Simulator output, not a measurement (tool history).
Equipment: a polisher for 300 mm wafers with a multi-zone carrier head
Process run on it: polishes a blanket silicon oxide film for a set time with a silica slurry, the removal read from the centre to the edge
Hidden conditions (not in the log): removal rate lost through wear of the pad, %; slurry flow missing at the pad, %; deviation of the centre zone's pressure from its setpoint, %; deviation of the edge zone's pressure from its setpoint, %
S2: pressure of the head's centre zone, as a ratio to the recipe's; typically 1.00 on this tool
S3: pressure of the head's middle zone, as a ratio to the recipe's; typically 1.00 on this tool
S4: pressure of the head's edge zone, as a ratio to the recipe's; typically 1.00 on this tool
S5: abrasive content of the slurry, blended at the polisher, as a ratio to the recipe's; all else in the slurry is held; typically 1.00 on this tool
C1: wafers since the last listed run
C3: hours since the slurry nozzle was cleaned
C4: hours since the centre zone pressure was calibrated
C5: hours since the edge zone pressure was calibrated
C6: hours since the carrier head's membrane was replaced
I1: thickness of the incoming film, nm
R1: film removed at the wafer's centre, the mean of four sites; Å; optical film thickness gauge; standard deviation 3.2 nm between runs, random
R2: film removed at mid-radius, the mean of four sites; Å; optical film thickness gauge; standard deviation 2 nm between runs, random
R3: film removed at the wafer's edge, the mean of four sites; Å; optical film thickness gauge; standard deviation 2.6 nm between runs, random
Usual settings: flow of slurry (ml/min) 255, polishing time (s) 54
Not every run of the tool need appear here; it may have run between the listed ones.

run 1 hour=0.0 | flow_of_slurry_(ml/min)=255 S2=1.00 S3=1.03 S4=1.00 S5=1.00 polishing_time_(s)=54 | C1=0 wafers_polished_on_this_pad=4440 C3=329.6 C4=597.5 C5=514.8 C6=1345.3 | I1=1518.4 | R1=2509 R2=2484 R3=2515
-- hour=13.1 worn pad replaced by a new one
-- hour=44.7 edge zone pressure recalibrated
run 2 hour=57.2 | flow_of_slurry_(ml/min)=255 S2=1.00 S3=1.00 S4=1.00 S5=0.85 polishing_time_(s)=54 | C1=378 wafers_polished_on_this_pad=311 C3=386.8 C4=654.7 C5=12.5 C6=1402.5 | I1=1548.5 | R1=2291 R2=2227 R3=2301
-- hour=137.0 carrier head's membrane replaced by a new one
run 3 hour=147.2 | flow_of_slurry_(ml/min)=255 S2=1.00 S3=1.00 S4=1.00 S5=1.00 polishing_time_(s)=54 | C1=629 wafers_polished_on_this_pad=940 C3=476.8 C4=744.7 C5=102.5 C6=10.2 | I1=1511.1 | R1=2513 R2=2419 R3=2473
run 4 hour=190.8 | flow_of_slurry_(ml/min)=255 S2=1.00 S3=0.93 S4=1.08 S5=0.80 polishing_time_(s)=54 | C1=322 wafers_polished_on_this_pad=1263 C3=520.4 C4=788.3 C5=146.1 C6=53.8 | I1=1507.7 | R1=2206 R2=2068 R3=2297
run 5 hour=239.5 | flow_of_slurry_(ml/min)=255 S2=1.00 S3=1.00 S4=1.00 S5=1.20 polishing_time_(s)=54 | C1=360 wafers_polished_on_this_pad=1624 C3=569.1 C4=837.0 C5=194.8 C6=102.5 | I1=1510.0 | R1=2683 R2=2672 R3=2653
-- hour=309.0 centre zone pressure recalibrated
run 6 hour=418.1 | flow_of_slurry_(ml/min)=305 S2=1.04 S3=1.05 S4=1.06 S5=1.00 polishing_time_(s)=54 | C1=1306 wafers_polished_on_this_pad=2931 C3=747.7 C4=109.1 C5=373.4 C6=281.1 | I1=1528.5 | R1=2625 R2=2618 R3=2593
run 7 hour=469.2 | flow_of_slurry_(ml/min)=255 S2=1.00 S3=1.00 S4=1.00 S5=1.00 polishing_time_(s)=60 | C1=378 wafers_polished_on_this_pad=3309 C3=798.8 C4=160.2 C5=424.5 C6=332.2 | I1=1521.4 | R1=2724 R2=2719 R3=2751
-- hour=485.6 slurry nozzle cleaned
run 8 hour=525.8 | flow_of_slurry_(ml/min)=255 S2=0.95 S3=1.00 S4=0.93 S5=1.10 polishing_time_(s)=54 | C1=411 wafers_polished_on_this_pad=3720 C3=40.2 C4=216.8 C5=481.1 C6=388.8 | I1=1555.2 | R1=2488 R2=2557 R3=2542
run 9 hour=574.1 | flow_of_slurry_(ml/min)=255 S2=1.00 S3=1.00 S4=1.00 S5=1.00 polishing_time_(s)=54 | C1=357 wafers_polished_on_this_pad=4078 C3=88.5 C4=265.1 C5=529.4 C6=437.1 | I1=1514.5 | R1=2464 R2=2435 R3=2485
-- hour=608.2 worn pad replaced by a new one
-- hour=612.2 edge zone pressure recalibrated
run 10 hour=650.7 | flow_of_slurry_(ml/min)=255 S2=1.00 S3=1.09 S4=1.00 S5=1.00 polishing_time_(s)=65 | C1=522 wafers_polished_on_this_pad=299 C3=165.1 C4=341.7 C5=38.5 C6=513.7 | I1=1507.1 | R1=2985 R2=3161 R3=2965
run 11 hour=711.4 | flow_of_slurry_(ml/min)=255 S2=1.07 S3=0.93 S4=1.00 S5=1.00 polishing_time_(s)=54 | C1=449 wafers_polished_on_this_pad=748 C3=225.8 C4=402.4 C5=99.2 C6=574.4 | I1=1522.3 | R1=2638 R2=2318 R3=2497
run 12 hour=780.5 | flow_of_slurry_(ml/min)=200 S2=1.00 S3=1.00 S4=1.00 S5=1.00 polishing_time_(s)=54 | C1=511 wafers_polished_on_this_pad=1260 C3=294.9 C4=471.5 C5=168.3 C6=643.5 | I1=1511.0 | R1=2367 R2=2358 R3=2464
run 13 hour=856.8 | flow_of_slurry_(ml/min)=255 S2=1.00 S3=1.00 S4=0.91 S5=1.00 polishing_time_(s)=41 | C1=564 wafers_polished_on_this_pad=1825 C3=371.2 C4=547.8 C5=244.6 C6=719.8 | I1=1545.4 | R1=1850 R2=1823 R3=1834
run 14 hour=913.7 | flow_of_slurry_(ml/min)=255 S2=1.00 S3=1.00 S4=1.00 S5=1.00 polishing_time_(s)=54 | C1=421 wafers_polished_on_this_pad=2246 C3=428.1 C4=604.7 C5=301.5 C6=776.7 | I1=1539.6 | R1=2505 R2=2452 R3=2542
run 15 hour=950.4 | flow_of_slurry_(ml/min)=255 S2=1.00 S3=1.00 S4=1.00 S5=1.00 polishing_time_(s)=54 | C1=271 wafers_polished_on_this_pad=2517 C3=464.8 C4=641.4 C5=338.2 C6=813.4 | I1=1537.0 | R1=2472 R2=2417 R3=2426
run 16 hour=1051.8 | flow_of_slurry_(ml/min)=255 S2=0.91 S3=1.00 S4=1.00 S5=1.10 polishing_time_(s)=42 | C1=750 wafers_polished_on_this_pad=3268 C3=566.2 C4=742.8 C5=439.6 C6=914.8 | I1=1523.4 | R1=1861 R2=1975 R3=2003
-- hour=1112.2 worn pad replaced by a new one
run 17 hour=1151.9 | flow_of_slurry_(ml/min)=300 S2=1.00 S3=1.09 S4=1.00 S5=1.00 polishing_time_(s)=71 | C1=711 wafers_polished_on_this_pad=293 C3=666.3 C4=842.9 C5=539.7 C6=1014.9 | I1=1517.3 | R1=3272 R2=3543 R3=3279
-- hour=1161.9 edge zone pressure recalibrated
run 18 hour=1235.8 | flow_of_slurry_(ml/min)=285 S2=1.00 S3=1.00 S4=1.10 S5=1.00 polishing_time_(s)=54 | C1=606 wafers_polished_on_this_pad=899 C3=750.2 C4=926.8 C5=73.9 C6=1098.8 | I1=1523.4 | R1=2507 R2=2489 R3=2569
-- hour=1261.1 slurry nozzle cleaned
run 19 hour=1318.1 | flow_of_slurry_(ml/min)=255 S2=1.00 S3=0.89 S4=1.00 S5=1.00 polishing_time_(s)=54 | C1=601 wafers_polished_on_this_pad=1501 C3=57.0 C4=1009.1 C5=156.2 C6=1181.1 | I1=1542.0 | R1=2514 R2=2210 R3=2480
run 20 hour=1372.6 | flow_of_slurry_(ml/min)=255 S2=1.00 S3=0.89 S4=1.00 S5=0.80 polishing_time_(s)=54 | C1=403 wafers_polished_on_this_pad=1904 C3=111.5 C4=1063.6 C5=210.7 C6=1235.6 | I1=1525.0 | R1=2241 R2=1994 R3=2249
run 21 hour=1414.6 | flow_of_slurry_(ml/min)=255 S2=1.00 S3=1.00 S4=1.00 S5=1.00 polishing_time_(s)=39 | C1=310 wafers_polished_on_this_pad=2215 C3=153.5 C4=1105.6 C5=252.7 C6=1277.6 | I1=1518.5 | R1=1776 R2=1790 R3=1823

State the hidden condition of the tool at each of the runs:
removal rate lost through wear of the pad, %: 0 on each run
slurry flow missing at the pad, %: 0 on each run
deviation of the centre zone's pressure from its setpoint, %: 0 on each run
deviation of the edge zone's pressure from its setpoint, %: 0 on each run
